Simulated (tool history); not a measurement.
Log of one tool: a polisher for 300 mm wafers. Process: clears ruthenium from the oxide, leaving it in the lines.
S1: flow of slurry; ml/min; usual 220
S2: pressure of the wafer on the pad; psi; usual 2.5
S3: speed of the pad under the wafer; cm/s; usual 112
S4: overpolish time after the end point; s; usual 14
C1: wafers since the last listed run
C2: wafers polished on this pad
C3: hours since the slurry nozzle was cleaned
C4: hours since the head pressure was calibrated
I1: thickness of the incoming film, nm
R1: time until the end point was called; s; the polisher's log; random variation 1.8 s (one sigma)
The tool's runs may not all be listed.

Run 1, hour 0.0: usual settings but S3 122 cm/s, S4 10 s; C1 0; C2 339; C3 68.8; C4 78.9; I1 140.6. Result: R1 101.5 s.
Run 2, hour 23.7: usual settings but S3 122 cm/s, S4 10 s; C1 128; C2 468; C3 92.5; C4 102.6; I1 139.6. Result: R1 101.4 s.
Run 3, hour 45.3: usual settings; C1 117; C2 585; C3 114.1; C4 124.2; I1 138.3. Result: R1 112.3 s.
Run 4, hour 65.8: usual settings; C1 111; C2 696; C3 134.6; C4 144.7; I1 141.2. Result: R1 113.9 s.
Run 5, hour 98.0: usual settings; C1 174; C2 871; C3 166.8; C4 176.9; I1 141.8. Result: R1 116.8 s.
Run 6, hour 113.2: usual settings but S3 122 cm/s; C1 82; C2 953; C3 182.0; C4 192.1; I1 139.6. Result: R1 102.8 s.
Run 7, hour 129.3: usual settings but S2 3.0 psi; C1 87; C2 1041; C3 198.1; C4 208.2; I1 139.8. Result: R1 92.5 s.
Run 8, hour 159.0: usual settings but S2 3.0 psi; C1 161; C2 1202; C3 227.8; C4 237.9; I1 139.8. Result: R1 94.4 s.
Run 9, hour 191.4: usual settings but S2 1.9 psi; C1 175; C2 1378; C3 260.2; C4 270.3; I1 140.6. Result: R1 157.3 s.
At hour 196.6: worn pad replaced by a new one.
Run 10, hour 203.8: usual settings but S2 1.9 psi; C1 45; C2 39; C3 272.6; C4 282.7; I1 142.9. Result: R1 152.7 s.
Run 11, hour 229.2: usual settings; C1 137; C2 176; C3 298.0; C4 308.1; I1 140.5. Result: R1 115.3 s.
Run 12, hour 263.1: usual settings; C1 183; C2 360; C3 331.9; C4 342.0; I1 142.3. Result: R1 115.4 s.
Run 13, hour 287.3: usual settings; C1 131; C2 492; C3 356.1; C4 366.2; I1 141.4. Result: R1 116.2 s.
At hour 294.2: head pressure recalibrated.
Run 14, hour 304.3: usual settings; C1 81; C2 573; C3 373.1; C4 10.1; I1 141.4. Result: R1 103.6 s.
Run 15, hour 324.0: usual settings but S1 180 ml/min; C1 106; C2 680; C3 392.8; C4 29.8; I1 140.3. Result: R1 106.0 s.
Run 16, hour 359.9: usual settings but S1 180 ml/min; C1 194; C2 875; C3 428.7; C4 65.7; I1 141.1. Result: R1 108.6 s.
At hour 423.0: worn pad replaced by a new one.
Run 17, hour 431.9: usual settings but S1 160 ml/min, S3 86 cm/s, S4 21 s; C1 368; C2 48; C3 500.7; C4 137.7; I1 141.4. Result: R1 147.1 s.
Run 18, hour 471.5: usual settings but S1 295 ml/min, S2 2.8 psi; C1 214; C2 262; C3 540.3; C4 177.3; I1 138.8. Result: R1 99.1 s.
Run 19, hour 483.7: usual settings; C1 66; C2 329; C3 552.5; C4 189.5; I1 139.3. Result: R1 111.4 s.
Run 20, hour 504.4: usual settings but S1 185 ml/min, S2 2.8 psi, S3 134 cm/s, S4 7 s; C1 112; C2 441; C3 573.2; C4 210.2; I1 140.4. Result: R1 88.4 s.
Run 21, hour 535.7: usual settings but S1 250 ml/min, S2 1.8 psi, S4 17 s; C1 169; C2 611; C3 604.5; C4 241.5; I1 142.3. Result: R1 162.8 s.
Run 22, hour 561.2: usual settings; C1 138; C2 749; C3 630.0; C4 267.0; I1 138.9. Result: R1 108.5 s.
Run 23, hour 585.2: usual settings; C1 130; C2 879; C3 654.0; C4 291.0; I1 139.0. Result: R1 117.0 s.
At hour 596.6: slurry nozzle cleaned.
Run 24, hour 600.4: usual settings but S4 7 s; C1 77; C2 956; C3 3.8; C4 306.2; I1 138.7. Result: R1 114.8 s.
At hour 628.2: head pressure recalibrated.
At hour 646.4: worn pad replaced by a new one.
Run 25, hour 686.3: usual settings; C1 433; C2 216; C3 89.7; C4 58.1; I1 141.4. Result: R1 106.0 s.
Run 26, hour 721.6: usual settings but S4 12 s; C1 191; C2 407; C3 125.0; C4 93.4; I1 141.1. Result: R1 112.3 s.
Run 27, hour 735.3: usual settings but S2 2.8 psi; C1 74; C2 482; C3 138.7; C4 107.1; I1 138.4. Result: R1 97.5 s.
Run 28, hour 763.1: usual settings; C1 150; C2 633; C3 166.5; C4 134.9; I1 142.3. Result: R1 115.7 s.
Run 29, hour 795.7: usual settings; C1 176; C2 809; C3 199.1; C4 167.5; I1 138.1. Result: R1 110.8 s.
Run 30, hour 825.2: usual settings; C1 160; C2 970; C3 228.6; C4 197.0; I1 137.7. Result: R1 110.3 s.
Run 31, hour 885.7: usual settings but S4 9 s; C1 328; C2 1298; C3 289.1; C4 257.5; I1 139.6. Result: R1 118.3 s.
Run 32, hour 898.9: usual settings but S1 190 ml/min, S3 82 cm/s; C1 71; C2 1369; C3 302.3; C4 270.7; I1 138.0. Result: R1 151.6 s.
At hour 918.1: worn pad replaced by a new one.
Run 33, hour 918.6: usual settings; C1 85; C2 2; C3 322.0; C4 290.4; I1 140.4. Result: R1 115.0 s.
Run 34, hour 941.8: usual settings but S1 145 ml/min, S3 82 cm/s, S4 9 s; C1 125; C2 128; C3 345.2; C4 313.6; I1 139.4. Result: R1 164.0 s.
Run 35, hour 975.1: usual settings but S1 185 ml/min, S2 2.8 psi, S3 134 cm/s, S4 7 s; C1 180; C2 309; C3 378.5; C4 346.9; I1 139.7. Result: R1 88.0 s.
Run 36, hour 1000.3: usual settings but S2 3.3 psi, S3 80 cm/s, S4 8 s; C1 136; C2 445; C3 403.7; C4 372.1; I1 138.5. Result: R1 113.0 s.
At hour 1024.6: head pressure recalibrated.
Run 37, hour 1078.2: usual settings but S4 11 s; C1 411; C2 857; C3 481.6; C4 53.6; I1 139.4. Result: R1 103.6 s.
Run 38, hour 1092.2: usual settings but S3 128 cm/s; C1 75; C2 933; C3 495.6; C4 67.6; I1 140.4. Result: R1 96.5 s.

The same runs without the tool's hidden state, with the same run-to-run variation:
The hidden state here: removal rate lost through wear of the pad, %; slurry flow missing at the pad, %; deviation of the head's pressure from its setpoint, %.
run     R1
  1   96.7
  2   95.4
  3  104.7
  4  105.4
  5  107.0
  6   93.9
  7   84.1
  8   85.4
  9  141.6
 10  137.3
 11  103.4
 12  103.2
 13  103.7
 14  104.4
 15  105.0
 16  104.8
 17  137.0
 18   91.3
 19  102.3
 20   80.8
 21  147.9
 22   98.2
 23  105.6
 24  103.5
 25  101.6
 26  105.4
 27   91.0
 28  106.7
 29  101.1
 30   99.9
 31  106.0
 32  135.5
 33  102.6
 34  146.0
 35   78.1
 36  100.1
 37  100.5
 38   92.7
